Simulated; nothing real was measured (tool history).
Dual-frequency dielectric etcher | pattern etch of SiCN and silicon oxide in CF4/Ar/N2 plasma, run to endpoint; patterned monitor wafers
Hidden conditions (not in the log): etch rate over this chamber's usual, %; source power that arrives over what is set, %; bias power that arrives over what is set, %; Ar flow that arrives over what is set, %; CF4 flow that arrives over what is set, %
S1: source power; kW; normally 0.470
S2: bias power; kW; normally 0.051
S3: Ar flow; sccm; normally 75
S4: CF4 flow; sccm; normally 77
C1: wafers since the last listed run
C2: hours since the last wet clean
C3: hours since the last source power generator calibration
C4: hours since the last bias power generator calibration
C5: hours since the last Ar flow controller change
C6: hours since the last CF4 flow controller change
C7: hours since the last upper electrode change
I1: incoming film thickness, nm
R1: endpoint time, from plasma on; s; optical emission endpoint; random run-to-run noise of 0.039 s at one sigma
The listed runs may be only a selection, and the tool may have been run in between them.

run   hour     S1     S2  S3  S4   C1     C2      C3      C4      C5      C6      C7    I1    R1
  1    0.0  0.470  0.051  75  77    0  499.5  2398.7  3191.9  5210.7  2284.2  2690.5  9.38  12.5
  2   45.0  0.470  0.051  61  77  410  544.5  2443.7  3236.9  5255.7  2329.2  2735.5  9.33  12.1
      74.5  -- wet clean of the chamber
      90.0  -- upper electrode replaced
  3   90.5  0.470  0.051  61  77   54   16.0  2489.2  3282.4  5301.2  2374.7     0.5  9.30  12.6
  4   90.8  0.470  0.051  75  77    2   16.3  2489.5  3282.7  5301.5  2375.0     0.8  9.33  13.0
  5   91.1  0.470  0.051  75  77    2   16.6  2489.8  3283.0  5301.8  2375.3     1.1  9.20  12.8
  6   91.4  0.470  0.051  75  77    2   16.9  2490.1  3283.3  5302.1  2375.6     1.4  9.32  12.9
  7  100.2  0.510  0.051  75  77   80   25.7  2498.9  3292.1  5310.9  2384.4    10.2  9.30  12.0
     115.5  -- CF4 flow controller replaced
     119.9  -- source power generator calibrated
  8  120.4  0.470  0.054  75  77   93   45.9     0.5  3312.3  5331.1     4.9    30.4  9.32  12.8
  9  133.0  0.510  0.051  75  77  114   58.5    13.1  3324.9  5343.7    17.5    43.0  9.33  11.9
     148.8  -- Ar flow controller replaced
 10  149.3  0.470  0.051  75  77   93   74.8    29.4  3341.2     0.5    33.8    59.3  9.36  13.0
 11  161.0  0.500  0.047  67  67  106   86.5    41.1  3352.9    12.2    45.5    71.0  9.33  12.6
 12  168.7  0.470  0.055  75  77   70   94.2    48.8  3360.6    19.9    53.2    78.7  9.27  12.6
     180.7  -- bias power generator calibrated
 13  181.2  0.550  0.051  75  77   77  106.7    61.3     0.5    32.4    65.7    91.2  9.29  11.1

Expected results for the next run?
 14  189.3  0.350  0.056  68  87  73  114.8  69.4  8.6  40.5  73.8  99.3  9.37   ?

{"run 14": {"R1": 16.3}}
With no hidden state in the tool, this same run would have given R1 16.4 s.
